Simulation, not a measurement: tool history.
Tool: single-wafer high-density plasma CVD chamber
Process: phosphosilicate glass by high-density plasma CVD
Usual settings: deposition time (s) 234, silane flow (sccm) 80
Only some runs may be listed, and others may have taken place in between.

run    hour  deposition time (s)  silane flow (sccm)  wafers since the last listed run  hours since the silane flow controller was replaced  hours since the gauge calibration  read-back reference wafer on the same gauge, thickness_nm  mean film thickness on the monitor wafer (Å)
  1     0.0                  234                  80                                 0                                               2004.3                              520.3                                                   2109.051                                      18541.76
  2    64.2                  252                  80                               473                                               2068.5                              584.5                                                   2110.049                                      19978.88
  3   123.5                  252                  80                               437                                               2127.8                              643.8                                                   2112.354                                      19847.70
  4   189.6                  257                  80                               487                                               2193.9                              709.9                                                   2111.441                                      20234.84
  5   229.1                  257                  80                               291                                               2233.4                              749.4                                                   2110.992                                      20078.88
  6   295.8                  257                  80                               491                                               2300.1                              816.1                                                   2107.741                                      20172.43
  7   321.0                  234                  80                               185                                               2325.3                              841.3                                                   2110.645                                      18674.37
  8   360.2                  234                  80                               289                                               2364.5                              880.5                                                   2111.275                                      18361.22
  9   392.6                  234                  80                               238                                               2396.9                              912.9                                                   2108.135                                      18541.84
 10   445.4                  234                  80                               389                                               2449.7                              965.7                                                   2113.062                                      18330.25
 11   503.8                  234                  80                               430                                               2508.1                             1024.1                                                   2106.436                                      18371.47
 12   546.7                  234                  80                               316                                               2551.0                             1067.0                                                   2112.429                                      18457.74
 13   590.4                  234                  80                               322                                               2594.7                             1110.7                                                   2112.810                                      18406.52
 14   644.3                  234                  80                               397                                               2648.6                             1164.6                                                   2106.621                                      18202.94
 15   832.9                  234                  80                              1390                                               2837.2                             1353.2                                                   2113.919                                      18212.30
 16   892.9                  234                  80                               442                                               2897.2                             1413.2                                                   2111.372                                      18207.86
 17   957.0                  234                  89                               472                                               2961.3                             1477.3                                                   2106.328                                      19973.13
 18   990.9                  234                  89                               249                                               2995.2                             1511.2                                                   2112.051                                      19826.37
 19  1035.6                  234                  80                               329                                               3039.9                             1555.9                                                   2109.432                                      18266.40
     1050.3  -- silane flow controller replaced
 20  1066.2                  234                  80                               166                                                 15.9                             1586.5                                                   2110.295                                      19255.67
 21  1132.2                  234                  80                               486                                                 81.9                             1652.5                                                   2111.150                                      18954.56
 22  1157.9                  210                  72                               189                                                107.6                             1678.2                                                   2105.752                                      15687.50
 23  1187.5                  234                  75                               218                                                137.2                             1707.8                                                   2107.277                                      18275.95
 24  1212.8                  196                  73                               186                                                162.5                             1733.1                                                   2111.542                                      14652.28
 25  1246.9                  211                  95                               251                                                196.6                             1767.2                                                   2106.086                                      20206.81
 26  1310.7                  189                  80                               470                                                260.4                             1831.0                                                   2110.202                                      15444.12
 27  1381.1                  234                  80                               519                                                330.8                             1901.4                                                   2111.661                                      19025.87
 28  1410.0                  234                  66                               213                                                359.7                             1930.3                                                   2109.040                                      16080.62
 29  1435.9                  234                  80                               190                                                385.6                             1956.2                                                   2110.650                                      19044.97
 30  1472.9                  268                  93                               272                                                422.6                             1993.2                                                   2110.262                                      24611.57
 31  1537.8                  206                  90                               478                                                487.5                             2058.1                                                   2108.329                                      18525.99
     1546.6  -- gauge calibrated
 32  1606.2                  277                  67                               504                                                555.9                               59.6                                                   2110.626                                      19103.73
 33  1646.5                  213                  70                               297                                                596.2                               99.9                                                   2104.810                                      15384.20
 34  1693.7                  215                  74                               348                                                643.4                              147.1                                                   2108.388                                      16150.34
 35  1748.9                  234                  73                               406                                                698.6                              202.3                                                   2108.879                                      17412.90
 36  1775.1                  278                  80                               193                                                724.8                              228.5                                                   2110.025                                      22644.45
 37  1819.6                  234                  80                               328                                                769.3                              273.0                                                   2104.600                                      18675.74
 38  1852.9                  196                  80                               245                                                802.6                              306.3                                                   2109.984                                      15822.58
 39  1886.3                  199                  80                               246                                                836.0                              339.7                                                   2108.470                                      16142.73
 40  2006.8                  234                  80                               888                                                956.5                              460.2                                                   2109.329                                      18815.85

Some steps in mean film thickness on the monitor wafer (Å), run to run, broken into two amounts with sign: the step expected even without the hidden condition (settings, incoming material, random variation), and the rest, left for the hidden condition together with whatever gauge scatter is not in both the measured and the hidden-condition-free result:
The tool's hidden condition here consists of: delivered silane flow above the setpoint (%); gauge reads high (%).
Run 16 -> 17: silane flow (sccm) 80 -> 89. mean film thickness on the monitor wafer (Å) +1765.27: hidden state -103.58, all else +1868.85.
Run 19 -> 20: silane flow controller replaced. mean film thickness on the monitor wafer (Å) +989.27: hidden state +892.29, all else +96.98.
Run 24 -> 25: deposition time (s) 196 -> 211, silane flow (sccm) 73 -> 95. mean film thickness on the monitor wafer (Å) +5554.53: hidden state -24.38, all else +5578.91.
Run 29 -> 30: deposition time (s) 234 -> 268, silane flow (sccm) 80 -> 93. mean film thickness on the monitor wafer (Å) +5566.60: hidden state -46.26, all else +5612.86.
Run 30 -> 31: deposition time (s) 268 -> 206, silane flow (sccm) 93 -> 90. mean film thickness on the monitor wafer (Å) -6085.58: hidden state +21.08, all else -6106.66.
Run 39 -> 40: deposition time (s) 199 -> 234. mean film thickness on the monitor wafer (Å) +2673.12: hidden state -68.14, all else +2741.26.

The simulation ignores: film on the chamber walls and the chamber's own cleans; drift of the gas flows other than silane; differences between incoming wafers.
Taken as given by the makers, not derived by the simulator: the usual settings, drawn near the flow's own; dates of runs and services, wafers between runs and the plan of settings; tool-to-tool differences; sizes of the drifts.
